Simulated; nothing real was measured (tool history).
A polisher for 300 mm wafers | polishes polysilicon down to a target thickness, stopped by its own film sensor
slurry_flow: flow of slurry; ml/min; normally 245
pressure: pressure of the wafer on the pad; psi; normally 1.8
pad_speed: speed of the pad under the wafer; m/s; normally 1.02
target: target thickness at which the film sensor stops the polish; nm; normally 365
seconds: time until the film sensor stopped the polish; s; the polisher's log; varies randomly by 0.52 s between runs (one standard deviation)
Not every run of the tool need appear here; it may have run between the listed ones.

run,hour,slurry_flow,pressure,pad_speed,target,wafers since the last listed run,wafers polished on this pad,hours since the slurry nozzle was cleaned,hours since the head pressure was calibrated,"incoming thickness of the incoming film, nm",seconds
1,0.0,245,1.8,1.02,365,0,844,239.9,189.7,587.4,35.1
2,13.8,245,1.8,1.02,365,237,1082,253.7,203.5,591.0,35.6
3,32.1,245,1.8,1.02,365,314,1396,272.0,221.8,589.5,36.0
4,54.4,245,1.8,1.02,365,383,1779,294.3,244.1,595.8,36.3
5,86.1,245,1.8,1.02,365,544,2324,326.0,275.8,587.9,35.8
6,98.1,245,1.8,1.02,365,206,2530,338.0,287.8,594.8,37.4
7,113.8,245,1.8,1.02,365,269,2799,353.7,303.5,591.8,36.8
8,130.7,245,1.8,1.02,365,290,3090,370.6,320.4,596.5,37.6
9,160.2,245,1.8,1.02,365,506,3597,400.1,349.9,594.2,37.0
# hour 167.2: slurry nozzle cleaned
10,172.4,245,1.8,1.02,365,192,3789,5.2,362.1,598.4,38.0
# hour 179.9: worn pad replaced by a new one
11,187.0,245,1.8,1.02,365,182,122,19.8,376.7,588.6,36.1
12,212.2,205,1.8,1.02,320,432,554,45.0,401.9,584.6,44.8
13,244.4,245,1.7,1.02,409,553,1108,77.2,434.1,594.0,31.6
14,260.8,245,1.7,1.02,409,281,1389,93.6,450.5,596.6,31.2
15,274.9,245,1.8,1.02,343,242,1632,107.7,464.6,589.9,40.9
16,289.9,225,1.8,1.02,398,257,1889,122.7,479.6,593.1,32.1
17,328.4,245,2.4,0.92,332,661,2551,161.2,518.1,596.7,39.0
18,347.2,215,2.1,1.12,322,322,2874,180.0,536.9,589.7,36.2
19,360.8,280,1.4,0.68,422,233,3107,193.6,550.5,592.6,49.4
20,381.4,245,2.1,1.02,344,353,3461,214.2,571.1,586.6,36.4
# hour 404.5: worn pad replaced by a new one
21,406.6,195,1.6,1.12,297,364,35,239.4,596.3,590.4,50.1
22,429.3,245,1.8,1.02,343,389,425,262.1,619.0,592.7,41.6
# hour 458.3: head pressure recalibrated
23,483.9,315,1.8,1.02,365,903,1328,316.7,25.6,589.7,34.8
24,517.1,300,2.0,1.02,322,570,1899,349.9,58.8,578.0,36.5
25,549.5,265,1.4,0.86,416,556,2455,382.3,91.2,588.3,38.0
# hour 580.0: slurry nozzle cleaned
26,580.5,215,1.5,1.02,365,515,2971,0.5,122.2,584.0,39.6
# hour 604.8: worn pad replaced by a new one
27,611.6,245,1.5,1.22,365,465,116,31.6,153.3,594.0,34.2
28,639.9,245,1.4,1.02,365,486,602,59.9,181.6,580.4,39.8
29,669.0,245,1.8,1.02,365,499,1102,89.0,210.7,600.4,39.0
30,687.8,245,1.8,1.02,365,322,1425,107.8,229.5,589.5,35.4
31,701.9,245,1.8,1.26,434,242,1667,121.9,243.6,579.7,19.9
32,728.4,245,1.8,1.02,365,455,2122,148.4,270.1,591.3,37.1
33,749.6,245,1.3,1.02,432,364,2486,169.6,291.3,583.2,30.8
34,762.6,215,1.4,0.88,365,223,2710,182.6,304.3,592.9,52.6
35,791.0,245,1.8,1.02,365,487,3198,211.0,332.7,599.3,37.9
# hour 798.8: worn pad replaced by a new one
36,818.7,245,2.3,0.88,365,407,342,238.7,360.4,590.3,34.9

Difference, measured minus no-hidden-state, one row per run. Run-to-run variation is common to both terms; the gauge's own scatter need not be:
Hidden state present: removal rate lost through wear of the pad, %; slurry flow missing at the pad, %; deviation of the head's pressure from its setpoint, %.
run,seconds
1,+1.7
2,+1.8
3,+2.0
4,+2.0
5,+2.2
6,+2.3
7,+2.3
8,+2.5
9,+2.5
10,+2.7
11,+2.5
12,+3.3
13,+2.4
14,+2.4
15,+3.1
16,+2.5
17,+3.0
18,+2.9
19,+3.9
20,+2.9
21,+4.1
22,+3.4
23,+0.7
24,+1.1
25,+1.5
26,+1.9
27,+1.9
28,+2.4
29,+2.5
30,+2.4
31,+1.4
32,+2.7
33,+2.3
34,+4.0
35,+3.0
36,+2.9
